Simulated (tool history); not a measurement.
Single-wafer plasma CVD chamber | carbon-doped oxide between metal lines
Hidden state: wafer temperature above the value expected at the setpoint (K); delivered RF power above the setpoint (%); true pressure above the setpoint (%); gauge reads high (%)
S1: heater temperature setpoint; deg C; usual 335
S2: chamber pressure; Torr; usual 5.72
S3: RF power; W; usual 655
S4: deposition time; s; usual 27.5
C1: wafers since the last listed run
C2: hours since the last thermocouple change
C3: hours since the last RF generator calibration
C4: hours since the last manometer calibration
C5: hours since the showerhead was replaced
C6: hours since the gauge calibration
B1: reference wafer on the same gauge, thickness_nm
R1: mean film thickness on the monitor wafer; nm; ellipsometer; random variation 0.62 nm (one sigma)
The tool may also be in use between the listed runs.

run,hour,S1,S2,S3,S4,C1,C2,C3,C4,C5,C6,B1,R1
1,0.0,335,5.72,655,27.5,0,1032.2,907.8,1020.2,4936.2,1089.7,164.817,173.920
2,104.1,335,5.72,655,27.5,3798,1136.3,1011.9,1124.3,5040.3,1193.8,164.873,172.927
3,202.9,335,5.72,655,27.5,3604,1235.1,1110.7,1223.1,5139.1,1292.6,164.810,174.212
4,291.5,335,5.72,655,27.5,3232,1323.7,1199.3,1311.7,5227.7,1381.2,165.040,173.884
5,385.2,335,5.72,655,27.5,3418,1417.4,1293.0,1405.4,5321.4,1474.9,165.030,173.761
6,431.5,335,5.72,655,27.5,1689,1463.7,1339.3,1451.7,5367.7,1521.2,164.916,173.589
7,610.0,335,5.72,655,27.5,6512,1642.2,1517.8,1630.2,5546.2,1699.7,165.001,174.135
8,648.2,335,5.72,655,27.5,1393,1680.4,1556.0,1668.4,5584.4,1737.9,165.260,173.804
# hour 670.2: thermocouple changed; heater temperature recalibrated
# hour 727.9: gauge calibrated
9,735.6,335,5.72,655,23.6,2896,65.4,1643.4,1755.8,5671.8,7.7,165.245,152.092
10,840.3,335,5.72,710,27.5,3820,170.1,1748.1,1860.5,5776.5,112.4,164.997,183.692
11,904.7,335,5.72,710,27.5,2349,234.5,1812.5,1924.9,5840.9,176.8,165.022,182.405
12,967.7,339,5.72,695,27.5,2298,297.5,1875.5,1987.9,5903.9,239.8,165.042,177.845
13,1012.7,326,5.72,655,29.1,1641,342.5,1920.5,2032.9,5948.9,284.8,165.144,190.012
14,1118.4,335,5.72,655,27.5,3856,448.2,2026.2,2138.6,6054.6,390.5,164.936,175.138
# hour 1160.4: capacitance manometer re-zeroed and calibrated
15,1165.2,343,4.81,545,32.0,1415,495.0,2073.0,4.8,6101.4,437.3,164.901,175.432
16,1237.5,326,5.72,655,27.5,2637,567.3,2145.3,77.1,6173.7,509.6,165.073,179.587
17,1324.8,335,5.72,655,27.5,3185,654.6,2232.6,164.4,6261.0,596.9,164.893,174.787
# hour 1373.5: RF generator calibrated
18,1374.0,335,5.72,655,27.5,1503,703.8,0.5,213.6,6310.2,646.1,164.836,174.547
# hour 1398.3: showerhead replaced
19,1468.1,335,4.48,770,27.5,3141,797.9,94.6,307.7,69.8,740.2,164.876,184.972
20,1534.9,335,5.72,755,29.6,2437,864.7,161.4,374.5,136.6,807.0,165.117,203.243
21,1571.9,335,5.72,655,27.5,1349,901.7,198.4,411.5,173.6,844.0,164.985,173.664
22,1662.0,335,5.01,655,27.5,3287,991.8,288.5,501.6,263.7,934.1,164.901,170.997
23,1698.9,324,5.08,655,27.5,1346,1028.7,325.4,538.5,300.6,971.0,164.773,177.767
24,1782.1,335,5.72,655,27.5,3035,1111.9,408.6,621.7,383.8,1054.2,164.906,173.606

The tool's hidden state at each run:
delivered RF power above the setpoint (%): 0 in every run
true pressure above the setpoint (%): 0 in every run
gauge reads high (%): 0 in every run
H1: wafer temperature above the value expected at the setpoint (K)
run,H1
1,3.86
2,4.05
3,4.21
4,4.33
5,4.44
6,4.49
7,4.65
8,4.68
9,0.736
10,1.58
11,2.03
12,2.43
13,2.7
14,3.25
15,3.47
16,3.78
17,4.11
18,4.28
19,4.57
20,4.75
21,4.85
22,5.05
23,5.13
24,5.28
